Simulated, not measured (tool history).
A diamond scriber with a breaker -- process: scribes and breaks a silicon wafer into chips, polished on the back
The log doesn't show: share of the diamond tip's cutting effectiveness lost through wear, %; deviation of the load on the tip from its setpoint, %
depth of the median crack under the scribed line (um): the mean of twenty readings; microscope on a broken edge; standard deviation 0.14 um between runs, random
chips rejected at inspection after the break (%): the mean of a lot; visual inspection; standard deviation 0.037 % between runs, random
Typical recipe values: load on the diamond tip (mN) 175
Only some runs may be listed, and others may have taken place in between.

| run | hour | load on the diamond tip (mN) | wafers since the last listed run | hours since the diamond tip was replaced | hours since the load on the tip was calibrated | incoming depth of the damage left on the back of the incoming wafer, um | depth of the median crack under the scribed line (um) | chips rejected at inspection after the break (%) |
|---|---|---|---|---|---|---|---|---|
| 1 | 0.0 | 148 | 0 | 1.5 | 720.9 | 0.04 | 11.92 | 2.33 |
| 2 | 28.8 | 148 | 41 | 30.3 | 749.7 | 0.02 | 11.93 | 2.22 |
| 3 | 64.5 | 155 | 51 | 66.0 | 785.4 | 0.04 | 12.13 | 2.01 |
| 4 | 91.8 | 155 | 39 | 93.3 | 812.7 | 0.01 | 11.87 | 1.80 |
| 5 | 114.5 | 163 | 33 | 116.0 | 835.4 | 0.04 | 12.45 | 1.56 |
| 6 | 149.6 | 163 | 51 | 151.1 | 870.5 | 0.02 | 12.33 | 1.61 |
| 7 | 163.6 | 163 | 20 | 165.1 | 884.5 | 0.03 | 12.15 | 1.63 |
| 8 | 176.8 | 193 | 19 | 178.3 | 897.7 | 0.02 | 13.03 | 1.16 |
|  | 191.9 | diamond tip replaced by a new one |
| 9 | 205.1 | 193 | 38 | 13.2 | 926.0 | 0.02 | 13.30 | 1.22 |
| 10 | 237.0 | 175 | 46 | 45.1 | 957.9 | 0.02 | 12.48 | 1.28 |
| 11 | 258.5 | 175 | 31 | 66.6 | 979.4 | 0.04 | 12.61 | 1.36 |
| 12 | 327.0 | 175 | 99 | 135.1 | 1047.9 | 0.05 | 12.60 | 1.32 |
| 13 | 343.7 | 175 | 24 | 151.8 | 1064.6 | 0.02 | 12.54 | 1.36 |
| 14 | 373.8 | 199 | 43 | 181.9 | 1094.7 | 0.04 | 13.00 | 1.28 |
|  | 386.9 | diamond tip replaced by a new one |
| 15 | 387.4 | 200 | 16 | 0.5 | 1108.3 | 0.04 | 13.36 | 1.18 |
|  | 399.7 | load on the tip recalibrated |
| 16 | 400.4 | 158 | 15 | 13.5 | 0.7 | 0.04 | 11.87 | 2.46 |
| 17 | 416.1 | 210 | 22 | 29.2 | 16.4 | 0.03 | 13.11 | 1.16 |
| 18 | 437.5 | 150 | 31 | 50.6 | 37.8 | 0.02 | 11.31 | 3.00 |
| 19 | 468.2 | 175 | 44 | 81.3 | 68.5 | 0.04 | 12.24 | 1.73 |
|  | 498.4 | load on the tip recalibrated, repeated, since the last time left the tool worse |
| 20 | 501.8 | 175 | 45 | 114.9 | 3.4 | 0.01 | 13.14 | 1.18 |
| 21 | 536.2 | 191 | 50 | 149.3 | 37.8 | 0.02 | 13.57 | 1.31 |
| 22 | 559.4 | 195 | 33 | 172.5 | 61.0 | 0.02 | 13.82 | 1.31 |
|  | 573.5 | diamond tip replaced by a new one |
| 23 | 585.1 | 221 | 34 | 11.6 | 86.7 | 0.02 | 14.12 | 2.02 |
| 24 | 666.8 | 223 | 118 | 93.3 | 168.4 | 0.03 | 13.98 | 1.95 |
| 25 | 701.8 | 158 | 50 | 128.3 | 203.4 | 0.03 | 12.39 | 1.47 |
| 26 | 721.0 | 153 | 27 | 147.5 | 222.6 | 0.05 | 12.24 | 1.72 |
| 27 | 755.7 | 175 | 50 | 182.2 | 257.3 | 0.01 | 12.73 | 1.28 |

Forecast each of these 5 alternatives for the next run:
| A | 756.4 | 175 | 1 | 182.9 | 258.0 | 0.01 | ? | ? |
| B | 756.4 | 125 | 1 | 182.9 | 258.0 | 0.01 | ? | ? |
| C | 756.4 | 206 | 1 | 182.9 | 258.0 | 0.01 | ? | ? |
| D | 756.4 | 224 | 1 | 182.9 | 258.0 | 0.01 | ? | ? |
| E | 756.4 | 197 | 1 | 182.9 | 258.0 | 0.01 | ? | ? |

| run | depth of the median crack under the scribed line (um) | chips rejected at inspection after the break (%) |
|---|---|---|
| A | 12.63 | 1.28 |
| B | 11.23 | 3.41 |
| C | 13.46 | 1.49 |
| D | 13.93 | 1.99 |
| E | 13.22 | 1.33 |
Stripped of hidden state, with their random variation kept, the same runs would have yielded:
| run | depth of the median crack under the scribed line (um) | chips rejected at inspection after the break (%) |
|---|---|---|
| A | 12.86 | 1.24 |
| B | 11.43 | 2.87 |
| C | 13.71 | 1.72 |
| D | 14.19 | 2.38 |
| E | 13.47 | 1.49 |
